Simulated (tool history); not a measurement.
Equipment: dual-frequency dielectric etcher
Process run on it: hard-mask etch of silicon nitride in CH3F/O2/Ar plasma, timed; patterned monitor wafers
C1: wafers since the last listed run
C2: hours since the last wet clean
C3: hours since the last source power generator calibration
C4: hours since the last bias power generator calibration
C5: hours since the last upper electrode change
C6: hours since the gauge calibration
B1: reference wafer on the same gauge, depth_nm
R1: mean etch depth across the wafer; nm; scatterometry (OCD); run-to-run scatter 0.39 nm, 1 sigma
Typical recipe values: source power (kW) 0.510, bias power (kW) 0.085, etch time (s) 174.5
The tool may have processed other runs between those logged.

run 1 hour=0.0 | source_power_(kW)=0.550 bias_power_(kW)=0.085 etch_time_(s)=195.0 | C1=0 C2=460.9 C3=1551.6 C4=2758.3 C5=4461.8 C6=62.8 | B1=144.0 | R1=154.6
run 2 hour=17.2 | source_power_(kW)=0.550 bias_power_(kW)=0.085 etch_time_(s)=195.0 | C1=138 C2=478.1 C3=1568.8 C4=2775.5 C5=4479.0 C6=80.0 | B1=144.0 | R1=155.4
run 3 hour=32.3 | source_power_(kW)=0.510 bias_power_(kW)=0.085 etch_time_(s)=174.5 | C1=122 C2=493.2 C3=1583.9 C4=2790.6 C5=4494.1 C6=95.1 | B1=143.9 | R1=133.5
-- hour=46.3 gauge calibrated
run 4 hour=47.6 | source_power_(kW)=0.510 bias_power_(kW)=0.085 etch_time_(s)=174.5 | C1=123 C2=508.5 C3=1599.2 C4=2805.9 C5=4509.4 C6=1.3 | B1=144.0 | R1=134.2
-- hour=59.9 source power generator calibrated
run 5 hour=60.4 | source_power_(kW)=0.510 bias_power_(kW)=0.085 etch_time_(s)=174.5 | C1=71 C2=521.3 C3=0.5 C4=2818.7 C5=4522.2 C6=14.1 | B1=143.9 | R1=134.2
run 6 hour=72.8 | source_power_(kW)=0.510 bias_power_(kW)=0.085 etch_time_(s)=174.5 | C1=100 C2=533.7 C3=12.9 C4=2831.1 C5=4534.6 C6=26.5 | B1=144.0 | R1=134.0
-- hour=101.4 upper electrode replaced
-- hour=117.9 wet clean of the chamber
-- hour=120.4 bias power generator calibrated
run 7 hour=120.9 | source_power_(kW)=0.510 bias_power_(kW)=0.085 etch_time_(s)=174.5 | C1=41 C2=3.0 C3=61.0 C4=0.5 C5=19.5 C6=74.6 | B1=144.0 | R1=140.8
run 8 hour=121.2 | source_power_(kW)=0.590 bias_power_(kW)=0.085 etch_time_(s)=142.5 | C1=2 C2=3.3 C3=61.3 C4=0.8 C5=19.8 C6=74.9 | B1=144.1 | R1=121.2
run 9 hour=121.6 | source_power_(kW)=0.510 bias_power_(kW)=0.085 etch_time_(s)=216.5 | C1=3 C2=3.7 C3=61.7 C4=1.2 C5=20.2 C6=75.3 | B1=144.0 | R1=174.2
run 10 hour=122.0 | source_power_(kW)=0.510 bias_power_(kW)=0.085 etch_time_(s)=174.5 | C1=3 C2=4.1 C3=62.1 C4=1.6 C5=20.6 C6=75.7 | B1=144.0 | R1=140.8
run 11 hour=123.4 | source_power_(kW)=0.570 bias_power_(kW)=0.095 etch_time_(s)=151.0 | C1=11 C2=5.5 C3=63.5 C4=3.0 C5=22.0 C6=77.1 | B1=144.0 | R1=131.0

Run 12 has not been measured yet. What should we expect?
run 12 hour=130.0 | source_power_(kW)=0.630 bias_power_(kW)=0.085 etch_time_(s)=148.0 | C1=53 C2=12.1 C3=70.1 C4=9.6 C5=28.6 C6=83.7 | B1=? | R1=?

Logged for run 12: B1 144.0, R1 129.6 nm.
The same run, on a tool lacking any hidden state, would have yielded R1 129.3 nm.
